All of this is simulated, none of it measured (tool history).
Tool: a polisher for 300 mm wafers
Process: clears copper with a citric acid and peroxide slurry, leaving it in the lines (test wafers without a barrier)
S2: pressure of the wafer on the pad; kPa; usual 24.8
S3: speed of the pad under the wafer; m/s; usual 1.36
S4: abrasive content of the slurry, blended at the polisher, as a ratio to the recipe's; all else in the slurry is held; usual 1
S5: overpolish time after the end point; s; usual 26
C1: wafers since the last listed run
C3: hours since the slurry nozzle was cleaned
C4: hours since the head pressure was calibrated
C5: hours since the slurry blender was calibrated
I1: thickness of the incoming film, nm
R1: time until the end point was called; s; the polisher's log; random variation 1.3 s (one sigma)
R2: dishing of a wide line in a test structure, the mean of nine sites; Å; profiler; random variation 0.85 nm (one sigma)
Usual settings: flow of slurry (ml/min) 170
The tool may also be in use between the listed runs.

Run 1, day 0: usual settings; C1 0; wafers polished on this pad 100; C3 651.6; C4 1124.6; C5 51.3; I1 259.2. Result: R1 66.8 s, R2 489 Å.
Run 2, day 0.729: usual settings but S3 1.06 m/s, S4 0.9; C1 181; wafers polished on this pad 281; C3 669.1; C4 1142.1; C5 68.8; I1 262.9. Result: R1 82.9 s, R2 424 Å.
Run 3, day 1.008: usual settings but S3 1.06 m/s, S4 0.9; C1 69; wafers polished on this pad 351; C3 675.8; C4 1148.8; C5 75.5; I1 259.2. Result: R1 80.9 s, R2 439 Å.
Run 4, day 1.462: usual settings; C1 112; wafers polished on this pad 463; C3 686.7; C4 1159.7; C5 86.4; I1 257.1. Result: R1 66.5 s, R2 497 Å.
Run 5, day 1.992: usual settings; C1 131; wafers polished on this pad 595; C3 699.4; C4 1172.4; C5 99.1; I1 257.9. Result: R1 64 s, R2 512 Å.
Run 6, day 2.479: usual settings; C1 121; wafers polished on this pad 716; C3 711.1; C4 1184.1; C5 110.8; I1 259.4. Result: R1 65.1 s, R2 509 Å.
Run 7, day 3.296: usual settings; C1 202; wafers polished on this pad 919; C3 730.7; C4 1203.7; C5 130.4; I1 261.7. Result: R1 64.4 s, R2 502 Å.
At day 3.562: worn pad replaced by a new one.
Run 8, day 3.742: usual settings; C1 69; wafers polished on this pad 44; C3 741.4; C4 1214.4; C5 141.1; I1 260.2. Result: R1 65.5 s, R2 531 Å.
At day 4.083: head pressure recalibrated.
Run 9, day 4.229: usual settings; C1 100; wafers polished on this pad 144; C3 753.1; C4 3.5; C5 152.8; I1 261. Result: R1 63.7 s, R2 512 Å.
At day 4.638: slurry blender recalibrated.
At day 4.829: slurry nozzle cleaned.
Run 10, day 4.85: usual settings but S3 1.1 m/s, S5 15 s; C1 123; wafers polished on this pad 267; C3 0.5; C4 18.4; C5 5.1; I1 265.1. Result: R1 79.7 s, R2 313 Å.
Run 11, day 5.254: usual settings; C1 100; wafers polished on this pad 368; C3 10.2; C4 28.1; C5 14.8; I1 262.2. Result: R1 62.9 s, R2 511 Å.
Run 12, day 5.604: usual settings but flow of slurry (ml/min) 205, S4 0.9, S5 40 s; C1 86; wafers polished on this pad 455; C3 18.6; C4 36.5; C5 23.2; I1 263.3. Result: R1 66.9 s, R2 647 Å.
Run 13, day 6.121: usual settings but flow of slurry (ml/min) 135; C1 128; wafers polished on this pad 583; C3 31; C4 48.9; C5 35.6; I1 259.1. Result: R1 68.5 s, R2 507 Å.
Run 14, day 6.533: usual settings; C1 102; wafers polished on this pad 685; C3 40.9; C4 58.8; C5 45.5; I1 256.4. Result: R1 61.5 s, R2 511 Å.
Run 15, day 7.233: usual settings; C1 173; wafers polished on this pad 859; C3 57.7; C4 75.6; C5 62.3; I1 262.8. Result: R1 66.8 s, R2 520 Å.
Run 16, day 7.55: usual settings but flow of slurry (ml/min) 120, S2 30.3 kPa; C1 78; wafers polished on this pad 938; C3 65.3; C4 83.2; C5 69.9; I1 261.8. Result: R1 55 s, R2 570 Å.
At day 8.438: worn pad replaced by a new one.
Run 17, day 8.458: usual settings but flow of slurry (ml/min) 155, S2 32.4 kPa, S4 1.15; C1 184; wafers polished on this pad 5; C3 87.1; C4 105; C5 91.7; I1 263.9. Result: R1 48 s, R2 616 Å.
Run 18, day 8.975: usual settings but S3 1.78 m/s, S5 22 s; C1 128; wafers polished on this pad 133; C3 99.5; C4 117.4; C5 104.1; I1 262.1. Result: R1 51.3 s, R2 527 Å.
Run 19, day 9.517: usual settings but S2 30.3 kPa; C1 134; wafers polished on this pad 268; C3 112.5; C4 130.4; C5 117.1; I1 259.1. Result: R1 54.1 s, R2 572 Å.
Run 20, day 10.025: usual settings; C1 126; wafers polished on this pad 394; C3 124.7; C4 142.6; C5 129.3; I1 260.2. Result: R1 65.4 s, R2 516 Å.

What the log doesn't show, run by run:
removal rate lost through wear of the pad, %: 0 in every run
slurry flow missing at the pad, %: 0 in every run
deviation of the head's pressure from its setpoint, %: 0 in every run
abrasive missing from the slurry, %: 0 in every run

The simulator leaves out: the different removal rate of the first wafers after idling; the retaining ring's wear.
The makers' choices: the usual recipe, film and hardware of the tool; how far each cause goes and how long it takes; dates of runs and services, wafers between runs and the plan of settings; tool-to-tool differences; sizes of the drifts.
